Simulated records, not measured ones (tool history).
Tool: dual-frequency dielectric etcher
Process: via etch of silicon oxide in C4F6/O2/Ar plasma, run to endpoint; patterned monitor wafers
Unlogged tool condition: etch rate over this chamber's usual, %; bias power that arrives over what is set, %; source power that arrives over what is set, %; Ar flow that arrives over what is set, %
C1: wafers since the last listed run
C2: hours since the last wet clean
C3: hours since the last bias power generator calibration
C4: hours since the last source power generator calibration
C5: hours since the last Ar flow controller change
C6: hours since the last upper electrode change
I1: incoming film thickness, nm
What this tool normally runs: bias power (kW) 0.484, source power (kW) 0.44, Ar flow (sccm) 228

run 1 day=0 | bias_power_(kW)=0.484 source_power_(kW)=0.44 Ar_flow_(sccm)=198 | C1=0 C2=159.5 C3=2279.6 C4=3416.3 C5=3659.6 C6=3129.4 | I1=125.5 | endpoint_time_(s)=26.2
run 2 day=0.812 | bias_power_(kW)=0.484 source_power_(kW)=0.44 Ar_flow_(sccm)=198 | C1=160 C2=179 C3=2299.1 C4=3435.8 C5=3679.1 C6=3148.9 | I1=125.8 | endpoint_time_(s)=25.8
run 3 day=1.471 | bias_power_(kW)=0.484 source_power_(kW)=0.44 Ar_flow_(sccm)=198 | C1=129 C2=194.8 C3=2314.9 C4=3451.6 C5=3694.9 C6=3164.7 | I1=125.2 | endpoint_time_(s)=26.1
run 4 day=2.108 | bias_power_(kW)=0.484 source_power_(kW)=0.44 Ar_flow_(sccm)=228 | C1=125 C2=210.1 C3=2330.2 C4=3466.9 C5=3710.2 C6=3180 | I1=125.8 | endpoint_time_(s)=25.8
run 5 day=2.817 | bias_power_(kW)=0.484 source_power_(kW)=0.44 Ar_flow_(sccm)=228 | C1=139 C2=227.1 C3=2347.2 C4=3483.9 C5=3727.2 C6=3197 | I1=125.6 | endpoint_time_(s)=25.9
run 6 day=3.617 | bias_power_(kW)=0.484 source_power_(kW)=0.44 Ar_flow_(sccm)=228 | C1=157 C2=246.3 C3=2366.4 C4=3503.1 C5=3746.4 C6=3216.2 | I1=124.8 | endpoint_time_(s)=26.2
run 7 day=4.675 | bias_power_(kW)=0.484 source_power_(kW)=0.44 Ar_flow_(sccm)=228 | C1=208 C2=271.7 C3=2391.8 C4=3528.5 C5=3771.8 C6=3241.6 | I1=124.6 | endpoint_time_(s)=25.7
run 8 day=6.175 | bias_power_(kW)=0.484 source_power_(kW)=0.44 Ar_flow_(sccm)=228 | C1=295 C2=307.7 C3=2427.8 C4=3564.5 C5=3807.8 C6=3277.6 | I1=124.8 | endpoint_time_(s)=26.2
-- day=7.804 upper electrode replaced
-- day=7.846 Ar flow controller replaced
run 9 day=7.867 | bias_power_(kW)=0.602 source_power_(kW)=0.35 Ar_flow_(sccm)=228 | C1=127 C2=348.3 C3=2468.4 C4=3605.1 C5=0.5 C6=1.5 | I1=125 | endpoint_time_(s)=25.8
-- day=8.183 bias power generator calibrated
run 10 day=8.833 | bias_power_(kW)=0.484 source_power_(kW)=0.5 Ar_flow_(sccm)=178 | C1=157 C2=371.5 C3=15.6 C4=3628.3 C5=23.7 C6=24.7 | I1=125.1 | endpoint_time_(s)=24
run 11 day=9.725 | bias_power_(kW)=0.406 source_power_(kW)=0.44 Ar_flow_(sccm)=228 | C1=175 C2=392.9 C3=37 C4=3649.7 C5=45.1 C6=46.1 | I1=126.7 | endpoint_time_(s)=28.8
-- day=11.046 source power generator calibrated
-- day=11.096 wet clean of the chamber
run 12 day=11.117 | bias_power_(kW)=0.422 source_power_(kW)=0.36 Ar_flow_(sccm)=200 | C1=231 C2=0.5 C3=70.4 C4=1.7 C5=78.5 C6=79.5 | I1=123.6 | endpoint_time_(s)=30.1
run 13 day=11.579 | bias_power_(kW)=0.534 source_power_(kW)=0.33 Ar_flow_(sccm)=208 | C1=91 C2=11.6 C3=81.5 C4=12.8 C5=89.6 C6=90.6 | I1=123.3 | endpoint_time_(s)=28.7
run 14 day=14.521 | bias_power_(kW)=0.576 source_power_(kW)=0.37 Ar_flow_(sccm)=284 | C1=580 C2=82.2 C3=152.1 C4=83.4 C5=160.2 C6=161.2 | I1=125.3 | endpoint_time_(s)=26.3
run 15 day=15.038 | bias_power_(kW)=0.484 source_power_(kW)=0.44 Ar_flow_(sccm)=228 | C1=101 C2=94.6 C3=164.5 C4=95.8 C5=172.6 C6=173.6 | I1=126.2 | endpoint_time_(s)=26.8
run 16 day=16.196 | bias_power_(kW)=0.484 source_power_(kW)=0.44 Ar_flow_(sccm)=228 | C1=228 C2=122.4 C3=192.3 C4=123.6 C5=200.4 C6=201.4 | I1=124.3 | endpoint_time_(s)=26.1

Forecast each of these 5 alternatives for the next run:
run A day=16.212 | bias_power_(kW)=0.55 source_power_(kW)=0.44 Ar_flow_(sccm)=228 | C1=3 C2=122.8 C3=192.7 C4=124 C5=200.8 C6=201.8 | I1=124.5 | endpoint_time_(s)=?
run B day=16.212 | bias_power_(kW)=0.484 source_power_(kW)=0.44 Ar_flow_(sccm)=265 | C1=3 C2=122.8 C3=192.7 C4=124 C5=200.8 C6=201.8 | I1=124.5 | endpoint_time_(s)=?
run C day=16.212 | bias_power_(kW)=0.484 source_power_(kW)=0.54 Ar_flow_(sccm)=186 | C1=3 C2=122.8 C3=192.7 C4=124 C5=200.8 C6=201.8 | I1=124.5 | endpoint_time_(s)=?
run D day=16.212 | bias_power_(kW)=0.596 source_power_(kW)=0.35 Ar_flow_(sccm)=212 | C1=3 C2=122.8 C3=192.7 C4=124 C5=200.8 C6=201.8 | I1=124.5 | endpoint_time_(s)=?
run E day=16.212 | bias_power_(kW)=0.604 source_power_(kW)=0.44 Ar_flow_(sccm)=261 | C1=3 C2=122.8 C3=192.7 C4=124 C5=200.8 C6=201.8 | I1=124.5 | endpoint_time_(s)=?

run=A endpoint_time_(s)=24.4
run=B endpoint_time_(s)=26.3
run=C endpoint_time_(s)=23.2
run=D endpoint_time_(s)=26.1
run=E endpoint_time_(s)=23.6
With the hidden condition removed and each run's random variation left untouched, the same runs would have given:
run=A endpoint_time_(s)=24.4
run=B endpoint_time_(s)=26.3
run=C endpoint_time_(s)=23.2
run=D endpoint_time_(s)=26.1
run=E endpoint_time_(s)=23.6
